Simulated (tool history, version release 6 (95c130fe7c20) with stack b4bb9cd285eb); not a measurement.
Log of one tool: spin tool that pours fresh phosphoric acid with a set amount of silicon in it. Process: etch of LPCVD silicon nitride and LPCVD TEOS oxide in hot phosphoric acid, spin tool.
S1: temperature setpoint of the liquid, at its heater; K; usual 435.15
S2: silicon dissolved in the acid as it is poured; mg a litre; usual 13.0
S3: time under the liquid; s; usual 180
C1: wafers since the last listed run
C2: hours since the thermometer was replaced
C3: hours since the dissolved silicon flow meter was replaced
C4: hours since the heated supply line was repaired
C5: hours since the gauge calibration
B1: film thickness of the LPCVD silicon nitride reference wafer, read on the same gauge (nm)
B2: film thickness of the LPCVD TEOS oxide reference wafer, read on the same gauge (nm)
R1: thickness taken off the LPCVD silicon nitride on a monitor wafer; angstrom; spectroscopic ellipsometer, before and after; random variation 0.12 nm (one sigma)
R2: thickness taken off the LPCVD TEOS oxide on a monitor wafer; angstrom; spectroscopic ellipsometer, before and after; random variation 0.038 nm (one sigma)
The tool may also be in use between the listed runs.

run	hour	S1	S2	S3	C1	C2	C3	C4	C5	B1	B2	R1	R2
1	0.0	435.15	13.0	180	0	445.2	343.4	1221.6	1503.4	40.00	70.040	175.7	5.28
2	46.6	435.15	8.0	180	404	491.8	390.0	1268.2	1550.0	39.99	69.995	176.1	5.05
3	137.2	435.15	8.0	180	786	582.4	480.6	1358.8	1640.6	40.02	70.012	175.0	4.72
4	223.8	435.15	13.0	180	751	669.0	567.2	1445.4	1727.2	40.03	70.003	176.9	4.04
# hour 257.1: dissolved silicon flow meter replaced
5	290.8	435.15	13.0	180	572	736.0	33.7	1512.4	1794.2	40.03	69.996	180.4	4.90
6	331.8	435.15	13.0	180	355	777.0	74.7	1553.4	1835.2	40.02	70.012	180.6	4.69
7	411.0	435.15	11.0	180	687	856.2	153.9	1632.6	1914.4	40.00	69.996	178.5	5.06
8	476.1	435.15	21.0	180	564	921.3	219.0	1697.7	1979.5	39.99	70.009	176.8	4.23
9	542.4	435.15	23.0	100	575	987.6	285.3	1764.0	2045.8	39.97	69.980	99.3	2.32
# hour 640.2: gauge calibrated
10	641.2	434.15	4.0	245	857	1086.4	384.1	1862.8	1.0	40.03	69.999	236.8	7.74
11	714.0	437.65	13.0	90	631	1159.2	456.9	1935.6	73.8	40.01	70.023	97.7	2.65
12	754.7	435.15	13.0	180	353	1199.9	497.6	1976.3	114.5	40.01	70.018	180.7	4.72
# hour 769.5: heated supply line repaired
# hour 848.0: dissolved silicon flow meter replaced
13	852.8	435.15	13.0	180	833	1298.0	4.8	83.3	212.6	40.03	69.992	179.5	4.76
# hour 918.7: thermometer replaced
14	935.2	436.65	13.0	110	706	16.5	87.2	165.7	295.0	40.01	70.007	111.5	2.97
15	1017.6	435.15	13.0	180	714	98.9	169.6	248.1	377.4	39.99	70.022	172.7	4.10
16	1124.0	438.15	22.0	215	923	205.3	276.0	354.5	483.8	39.99	70.002	231.3	5.55
17	1177.5	435.15	20.5	100	464	258.8	329.5	408.0	537.3	40.03	70.038	97.6	1.84
18	1215.7	436.65	17.0	250	331	297.0	367.7	446.2	575.5	39.99	70.025	255.8	5.51
19	1278.2	433.15	13.0	275	542	359.5	430.2	508.7	638.0	40.00	69.984	250.7	6.27
20	1327.9	434.15	13.0	115	431	409.2	479.9	558.4	687.7	40.00	69.982	108.7	3.13
21	1373.7	436.65	21.5	70	397	455.0	525.7	604.2	733.5	40.00	70.002	72.6	1.48

What the log doesn't show, run by run:
dissolved silicon flow above the setpoint (%): 0 in every run
temperature lost on the way to the wafer (K): 0 in every run
gauge reads high (%): 0 in every run
H1: liquid hotter than its thermometer reads (K)
run	H1
1	0.406
2	0.444
3	0.517
4	0.588
5	0.642
6	0.676
7	0.74
8	0.793
9	0.847
10	0.927
11	0.986
12	1.02
13	1.1
14	0.0259
15	0.0929
16	0.179
17	0.223
18	0.254
19	0.305
20	0.345
21	0.382
